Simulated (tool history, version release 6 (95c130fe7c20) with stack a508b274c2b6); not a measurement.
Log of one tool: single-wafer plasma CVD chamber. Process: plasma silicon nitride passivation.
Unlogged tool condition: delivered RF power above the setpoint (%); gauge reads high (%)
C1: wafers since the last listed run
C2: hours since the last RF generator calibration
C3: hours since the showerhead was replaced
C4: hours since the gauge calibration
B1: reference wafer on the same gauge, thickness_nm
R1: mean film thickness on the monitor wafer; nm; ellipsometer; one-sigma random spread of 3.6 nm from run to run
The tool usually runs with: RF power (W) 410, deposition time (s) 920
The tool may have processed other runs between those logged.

run 1 hour=0.0 | RF_power_(W)=410 deposition_time_(s)=1042 | C1=0 C2=225.0 C3=6534.9 C4=681.5 | B1=1359.768 | R1=1425.355
run 2 hour=56.3 | RF_power_(W)=410 deposition_time_(s)=1042 | C1=86 C2=281.3 C3=6591.2 C4=737.8 | B1=1359.824 | R1=1421.182
run 3 hour=95.9 | RF_power_(W)=410 deposition_time_(s)=920 | C1=60 C2=320.9 C3=6630.8 C4=777.4 | B1=1359.579 | R1=1256.095
run 4 hour=156.4 | RF_power_(W)=410 deposition_time_(s)=920 | C1=92 C2=381.4 C3=6691.3 C4=837.9 | B1=1360.254 | R1=1251.499
run 5 hour=191.4 | RF_power_(W)=410 deposition_time_(s)=920 | C1=53 C2=416.4 C3=6726.3 C4=872.9 | B1=1359.974 | R1=1247.802
run 6 hour=237.4 | RF_power_(W)=380 deposition_time_(s)=920 | C1=70 C2=462.4 C3=6772.3 C4=918.9 | B1=1360.476 | R1=1215.694
run 7 hour=291.7 | RF_power_(W)=380 deposition_time_(s)=920 | C1=83 C2=516.7 C3=6826.6 C4=973.2 | B1=1360.135 | R1=1217.039
run 8 hour=353.8 | RF_power_(W)=380 deposition_time_(s)=920 | C1=95 C2=578.8 C3=6888.7 C4=1035.3 | B1=1359.768 | R1=1209.124
run 9 hour=378.9 | RF_power_(W)=410 deposition_time_(s)=801 | C1=38 C2=603.9 C3=6913.8 C4=1060.4 | B1=1359.613 | R1=1082.894
run 10 hour=445.8 | RF_power_(W)=410 deposition_time_(s)=801 | C1=102 C2=670.8 C3=6980.7 C4=1127.3 | B1=1360.495 | R1=1081.396
run 11 hour=494.5 | RF_power_(W)=410 deposition_time_(s)=920 | C1=74 C2=719.5 C3=7029.4 C4=1176.0 | B1=1359.459 | R1=1243.249
run 12 hour=518.7 | RF_power_(W)=410 deposition_time_(s)=920 | C1=37 C2=743.7 C3=7053.6 C4=1200.2 | B1=1359.887 | R1=1246.145
run 13 hour=573.5 | RF_power_(W)=410 deposition_time_(s)=920 | C1=84 C2=798.5 C3=7108.4 C4=1255.0 | B1=1359.529 | R1=1246.357
run 14 hour=599.3 | RF_power_(W)=390 deposition_time_(s)=920 | C1=39 C2=824.3 C3=7134.2 C4=1280.8 | B1=1359.998 | R1=1227.718
run 15 hour=644.1 | RF_power_(W)=390 deposition_time_(s)=920 | C1=68 C2=869.1 C3=7179.0 C4=1325.6 | B1=1360.466 | R1=1213.354
run 16 hour=715.1 | RF_power_(W)=360 deposition_time_(s)=873 | C1=108 C2=940.1 C3=7250.0 C4=1396.6 | B1=1359.309 | R1=1120.775
run 17 hour=747.4 | RF_power_(W)=410 deposition_time_(s)=920 | C1=49 C2=972.4 C3=7282.3 C4=1428.9 | B1=1359.705 | R1=1239.860
-- hour=757.0 showerhead replaced
run 18 hour=789.0 | RF_power_(W)=410 deposition_time_(s)=920 | C1=51 C2=1014.0 C3=32.0 C4=1470.5 | B1=1360.469 | R1=1244.552
run 19 hour=858.4 | RF_power_(W)=435 deposition_time_(s)=801 | C1=106 C2=1083.4 C3=101.4 C4=1539.9 | B1=1359.667 | R1=1104.727
run 20 hour=904.0 | RF_power_(W)=445 deposition_time_(s)=866 | C1=69 C2=1129.0 C3=147.0 C4=1585.5 | B1=1359.480 | R1=1199.709
run 21 hour=964.6 | RF_power_(W)=455 deposition_time_(s)=795 | C1=92 C2=1189.6 C3=207.6 C4=1646.1 | B1=1361.291 | R1=1108.450
run 22 hour=1024.1 | RF_power_(W)=470 deposition_time_(s)=794 | C1=91 C2=1249.1 C3=267.1 C4=1705.6 | B1=1359.185 | R1=1124.582
run 23 hour=1053.9 | RF_power_(W)=485 deposition_time_(s)=1051 | C1=45 C2=1278.9 C3=296.9 C4=1735.4 | B1=1361.001 | R1=1501.488
run 24 hour=1086.0 | RF_power_(W)=435 deposition_time_(s)=753 | C1=49 C2=1311.0 C3=329.0 C4=1767.5 | B1=1359.706 | R1=1036.965
run 25 hour=1127.2 | RF_power_(W)=410 deposition_time_(s)=1036 | C1=63 C2=1352.2 C3=370.2 C4=1808.7 | B1=1360.343 | R1=1388.574
-- hour=1145.8 gauge calibrated
-- hour=1149.2 RF generator calibrated
run 26 hour=1184.0 | RF_power_(W)=410 deposition_time_(s)=920 | C1=74 C2=34.8 C3=427.0 C4=38.2 | B1=1359.671 | R1=1269.207
run 27 hour=1215.9 | RF_power_(W)=345 deposition_time_(s)=1024 | C1=48 C2=66.7 C3=458.9 C4=70.1 | B1=1359.610 | R1=1323.741
run 28 hour=1249.1 | RF_power_(W)=480 deposition_time_(s)=782 | C1=50 C2=99.9 C3=492.1 C4=103.3 | B1=1359.246 | R1=1137.863
run 29 hour=1299.2 | RF_power_(W)=410 deposition_time_(s)=840 | C1=76 C2=150.0 C3=542.2 C4=153.4 | B1=1359.893 | R1=1158.174
run 30 hour=1369.7 | RF_power_(W)=410 deposition_time_(s)=750 | C1=108 C2=220.5 C3=612.7 C4=223.9 | B1=1360.152 | R1=1025.335
run 31 hour=1428.3 | RF_power_(W)=385 deposition_time_(s)=998 | C1=89 C2=279.1 C3=671.3 C4=282.5 | B1=1359.996 | R1=1330.779
run 32 hour=1462.0 | RF_power_(W)=465 deposition_time_(s)=1008 | C1=51 C2=312.8 C3=705.0 C4=316.2 | B1=1360.356 | R1=1446.146
run 33 hour=1531.3 | RF_power_(W)=480 deposition_time_(s)=920 | C1=106 C2=382.1 C3=774.3 C4=385.5 | B1=1359.857 | R1=1327.192
run 34 hour=1581.1 | RF_power_(W)=455 deposition_time_(s)=847 | C1=76 C2=431.9 C3=824.1 C4=435.3 | B1=1360.167 | R1=1197.849
run 35 hour=1738.1 | RF_power_(W)=470 deposition_time_(s)=794 | C1=240 C2=588.9 C3=981.1 C4=592.3 | B1=1360.277 | R1=1129.677
run 36 hour=1780.4 | RF_power_(W)=410 deposition_time_(s)=920 | C1=64 C2=631.2 C3=1023.4 C4=634.6 | B1=1360.052 | R1=1249.247

Here are 3 independent what-if runs from the current tool condition. What would each one return?
run A hour=1781.1 | RF_power_(W)=410 deposition_time_(s)=920 | C1=1 C2=631.9 C3=1024.1 C4=635.3 | B1=? | R1=?
run B hour=1781.1 | RF_power_(W)=330 deposition_time_(s)=987 | C1=1 C2=631.9 C3=1024.1 C4=635.3 | B1=? | R1=?
run C hour=1781.1 | RF_power_(W)=440 deposition_time_(s)=920 | C1=1 C2=631.9 C3=1024.1 C4=635.3 | B1=? | R1=?

run=A B1=1359.769 R1=1241.748
run=B B1=1359.769 R1=1227.215
run=C B1=1359.769 R1=1274.182
Take away the tool's hidden state, keep each run's random variation, and the runs would have read:
run=A R1=1272.079
run=B R1=1257.191
run=C R1=1305.306

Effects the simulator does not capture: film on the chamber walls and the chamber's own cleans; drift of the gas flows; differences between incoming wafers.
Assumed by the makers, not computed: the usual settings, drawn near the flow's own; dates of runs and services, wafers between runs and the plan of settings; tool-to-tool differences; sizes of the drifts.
